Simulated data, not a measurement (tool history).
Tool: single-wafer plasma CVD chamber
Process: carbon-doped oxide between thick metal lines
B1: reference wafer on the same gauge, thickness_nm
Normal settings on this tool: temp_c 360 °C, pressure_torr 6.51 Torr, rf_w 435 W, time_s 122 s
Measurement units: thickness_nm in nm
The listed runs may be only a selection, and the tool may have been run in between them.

Run 1, hour 0: usual settings; B1 486.907. Result: thickness_nm 556.244 nm.
Run 2, hour 51.5: usual settings but pressure_torr 6.92 Torr; B1 486.99. Result: thickness_nm 555.263 nm.
Run 3, hour 119.4: usual settings; B1 487.41. Result: thickness_nm 552.365 nm.
Run 4, hour 186.8: usual settings; B1 487.178. Result: thickness_nm 550.465 nm.
At hour 227.6: thermocouple changed; heater temperature recalibrated.
Run 5, hour 250.7: usual settings; B1 487.283. Result: thickness_nm 553.617 nm.
At hour 260.3: showerhead replaced.
At hour 291.1: gauge calibrated.
At hour 291.7: RF generator calibrated, repeated, since the last time left the tool worse.
At hour 298.4: capacitance manometer re-zeroed and calibrated.
Run 6, hour 305.2: usual settings; B1 487.042. Result: thickness_nm 574.124 nm.
Run 7, hour 358.4: usual settings; B1 487.097. Result: thickness_nm 572.851 nm.
Run 8, hour 428.5: usual settings; B1 486.922. Result: thickness_nm 570.854 nm.
Run 9, hour 462.2: usual settings; B1 487.102. Result: thickness_nm 575.121 nm.
Run 10, hour 490.2: usual settings but time_s 139 s; B1 487.026. Result: thickness_nm 651.607 nm.
Run 11, hour 515: usual settings but temp_c 371 °C, pressure_torr 8.13 Torr, time_s 136 s; B1 486.842. Result: thickness_nm 633.205 nm.
Run 12, hour 562.7: usual settings but rf_w 505 W, time_s 98 s; B1 487.351. Result: thickness_nm 523.413 nm.
Run 13, hour 590.3: usual settings; B1 486.663. Result: thickness_nm 571.19 nm.
Run 14, hour 648.6: usual settings but time_s 113 s; B1 487.33. Result: thickness_nm 530.919 nm.
Run 15, hour 708.3: usual settings but pressure_torr 6.92 Torr; B1 486.938. Result: thickness_nm 574.844 nm.
Run 16, hour 779.2: usual settings but pressure_torr 7.69 Torr, time_s 115 s; B1 486.973. Result: thickness_nm 544.594 nm.
Run 17, hour 807.2: usual settings but rf_w 510 W; B1 486.991. Result: thickness_nm 654.415 nm.
Run 18, hour 831.8: usual settings but pressure_torr 7.83 Torr; B1 486.891. Result: thickness_nm 575.295 nm.
Run 19, hour 875: usual settings; B1 486.889. Result: thickness_nm 570.284 nm.
Run 20, hour 913.4: usual settings but pressure_torr 5.24 Torr, rf_w 395 W, time_s 114 s; B1 487.18. Result: thickness_nm 476.555 nm.
Run 21, hour 985.1: usual settings but pressure_torr 7.24 Torr, time_s 143 s; B1 486.832. Result: thickness_nm 673.962 nm.
Run 22, hour 1056.4: usual settings; B1 486.874. Result: thickness_nm 569.322 nm.
Run 23, hour 1107.6: usual settings but time_s 101 s; B1 486.92. Result: thickness_nm 471.659 nm.
Run 24, hour 1153.4: usual settings but temp_c 356 °C; B1 487.165. Result: thickness_nm 571.162 nm.
Run 25, hour 1193.5: usual settings but pressure_torr 5.56 Torr; B1 487.136. Result: thickness_nm 561.479 nm.
Run 26, hour 1220.6: usual settings but pressure_torr 4.89 Torr; B1 487.202. Result: thickness_nm 553.111 nm.
At hour 1251: thermocouple changed; heater temperature recalibrated.
Run 27, hour 1275.2: usual settings but rf_w 505 W, time_s 99 s; B1 487.073. Result: thickness_nm 522.439 nm.

Below, some changes in thickness_nm between adjacent runs. For each, the amount present without the hidden state too (settings, incoming material, random variation) and the amount remaining for the hidden state with gauge scatter not shared by both compared results:
The tool's hidden condition here consists of: wafer temperature above the value expected at the setpoint (K); delivered RF power above the setpoint (%); true pressure above the setpoint (%); gauge reads high (%).
Run 5 -> 6: showerhead replaced, gauge calibrated, RF generator calibrated, repeated, since the last time left the tool worse, capacitance manometer re-zeroed and calibrated. thickness_nm +20.507 nm: hidden state +23.222, all else -2.715.
Run 16 -> 17: pressure_torr 7.69 -> 6.51, rf_w 435 -> 510, time_s 115 -> 122. thickness_nm +109.821 nm: hidden state -0.265, all else +110.086.
Run 20 -> 21: pressure_torr 5.24 -> 7.24, rf_w 395 -> 435, time_s 114 -> 143. thickness_nm +197.407 nm: hidden state -2.332, all else +199.739.
